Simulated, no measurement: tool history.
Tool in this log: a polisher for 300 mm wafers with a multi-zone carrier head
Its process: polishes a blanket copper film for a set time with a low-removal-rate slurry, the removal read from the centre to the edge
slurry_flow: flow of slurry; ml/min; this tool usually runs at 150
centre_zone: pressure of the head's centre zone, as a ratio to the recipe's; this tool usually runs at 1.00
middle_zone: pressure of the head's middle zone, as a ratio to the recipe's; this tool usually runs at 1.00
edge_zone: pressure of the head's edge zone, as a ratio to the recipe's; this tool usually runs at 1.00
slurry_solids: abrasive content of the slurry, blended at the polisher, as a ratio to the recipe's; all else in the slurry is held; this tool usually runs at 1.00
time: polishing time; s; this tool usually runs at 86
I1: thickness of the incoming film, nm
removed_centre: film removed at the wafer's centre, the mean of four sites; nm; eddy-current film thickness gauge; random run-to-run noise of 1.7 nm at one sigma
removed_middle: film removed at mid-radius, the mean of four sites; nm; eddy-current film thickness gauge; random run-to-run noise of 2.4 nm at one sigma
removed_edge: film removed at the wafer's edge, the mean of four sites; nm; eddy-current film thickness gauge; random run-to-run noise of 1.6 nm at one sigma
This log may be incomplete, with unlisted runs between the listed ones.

Run 1, hour 0.0: usual settings but slurry_flow 170 ml/min, time 115 s; I1 601.1. Result: removed_centre 229.0 nm, removed_middle 253.7 nm, removed_edge 255.4 nm.
At hour 6.7: edge zone pressure recalibrated.
Run 2, hour 31.6: usual settings but slurry_flow 105 ml/min, time 100 s; I1 610.5. Result: removed_centre 180.4 nm, removed_middle 199.5 nm, removed_edge 213.7 nm.
Run 3, hour 44.8: usual settings but slurry_solids 1.25; I1 598.8. Result: removed_centre 172.1 nm, removed_middle 194.8 nm, removed_edge 195.5 nm.
Run 4, hour 64.7: usual settings but centre_zone 0.96, middle_zone 0.92, edge_zone 1.09, time 78 s; I1 598.7. Result: removed_centre 147.6 nm, removed_middle 153.6 nm, removed_edge 178.5 nm.
At hour 75.3: slurry nozzle cleaned.
Run 5, hour 82.1: usual settings but edge_zone 0.95; I1 605.1. Result: removed_centre 167.7 nm, removed_middle 181.8 nm, removed_edge 184.7 nm.
Run 6, hour 103.8: usual settings but time 114 s; I1 599.3. Result: removed_centre 224.3 nm, removed_middle 246.5 nm, removed_edge 247.2 nm.
At hour 114.5: centre zone pressure recalibrated.
Run 7, hour 127.7: usual settings but centre_zone 0.97, time 59 s; I1 602.5. Result: removed_centre 120.4 nm, removed_middle 125.4 nm, removed_edge 129.2 nm.
At hour 140.5: worn pad replaced by a new one.
Run 8, hour 142.0: usual settings but centre_zone 0.93, slurry_solids 1.25; I1 586.5. Result: removed_centre 175.9 nm, removed_middle 190.2 nm, removed_edge 195.4 nm.
Run 9, hour 160.0: usual settings but slurry_solids 1.20; I1 604.1. Result: removed_centre 185.3 nm, removed_middle 189.1 nm, removed_edge 195.0 nm.
Run 10, hour 174.6: usual settings but centre_zone 1.11, middle_zone 0.96, edge_zone 0.92; I1 605.1. Result: removed_centre 192.5 nm, removed_middle 182.1 nm, removed_edge 185.4 nm.
Run 11, hour 198.2: usual settings; I1 602.4. Result: removed_centre 175.9 nm, removed_middle 187.5 nm, removed_edge 188.9 nm.
Run 12, hour 226.7: usual settings but centre_zone 0.92, slurry_solids 1.25; I1 609.4. Result: removed_centre 169.1 nm, removed_middle 189.6 nm, removed_edge 194.6 nm.
Run 13, hour 245.3: usual settings but slurry_solids 0.85; I1 602.1. Result: removed_centre 169.9 nm, removed_middle 185.2 nm, removed_edge 185.2 nm.
Run 14, hour 267.1: usual settings but centre_zone 0.91, middle_zone 1.05; I1 604.8. Result: removed_centre 162.1 nm, removed_middle 192.8 nm, removed_edge 190.1 nm.
Run 15, hour 301.7: usual settings but middle_zone 0.92; I1 592.3. Result: removed_centre 172.3 nm, removed_middle 170.8 nm, removed_edge 188.6 nm.
Run 16, hour 317.3: usual settings but centre_zone 1.05, middle_zone 1.11, edge_zone 0.89; I1 601.2. Result: removed_centre 178.0 nm, removed_middle 199.3 nm, removed_edge 183.2 nm.
At hour 320.1: edge zone pressure recalibrated.
At hour 345.2: worn pad replaced by a new one.
Run 17, hour 345.7: usual settings; I1 601.4. Result: removed_centre 171.8 nm, removed_middle 179.8 nm, removed_edge 187.0 nm.
Run 18, hour 377.5: usual settings but time 70 s; I1 592.7. Result: removed_centre 140.2 nm, removed_middle 151.6 nm, removed_edge 154.4 nm.
Run 19, hour 390.9: usual settings; I1 596.9. Result: removed_centre 169.2 nm, removed_middle 184.7 nm, removed_edge 187.8 nm.
Run 20, hour 405.0: usual settings but centre_zone 1.09, middle_zone 0.90; I1 601.5. Result: removed_centre 182.3 nm, removed_middle 168.4 nm, removed_edge 191.6 nm.

Below are 5 alternative next runs, each starting from the tool's condition after run 20. Predict each:
Run A, hour 405.5: usual settings; I1 597.3. Result: removed_centre ?, removed_middle ?, removed_edge ?.
Run B, hour 405.5: usual settings but centre_zone 1.11; I1 597.3. Result: removed_centre ?, removed_middle ?, removed_edge ?.
Run C, hour 405.5: usual settings but centre_zone 1.12, middle_zone 1.10; I1 597.3. Result: removed_centre ?, removed_middle ?, removed_edge ?.
Run D, hour 405.5: usual settings but middle_zone 1.11; I1 597.3. Result: removed_centre ?, removed_middle ?, removed_edge ?.
Run E, hour 405.5: usual settings but slurry_flow 135 ml/min, edge_zone 0.96; I1 597.3. Result: removed_centre ?, removed_middle ?, removed_edge ?.

run  removed_centre  removed_middle  removed_edge
  A           170.8           181.8         189.8
  B           186.5           181.7         189.8
  C           188.0           197.0         189.6
  D           171.0           198.6         189.6
  E           167.4           178.5         185.1
Without the tool's hidden state the same runs would have given:
run  removed_centre  removed_middle  removed_edge
  A           183.5           181.7         189.8
  B           200.2           181.6         189.8
  C           201.9           196.9         189.6
  D           183.6           198.6         189.6
  E           179.8           178.4         185.1

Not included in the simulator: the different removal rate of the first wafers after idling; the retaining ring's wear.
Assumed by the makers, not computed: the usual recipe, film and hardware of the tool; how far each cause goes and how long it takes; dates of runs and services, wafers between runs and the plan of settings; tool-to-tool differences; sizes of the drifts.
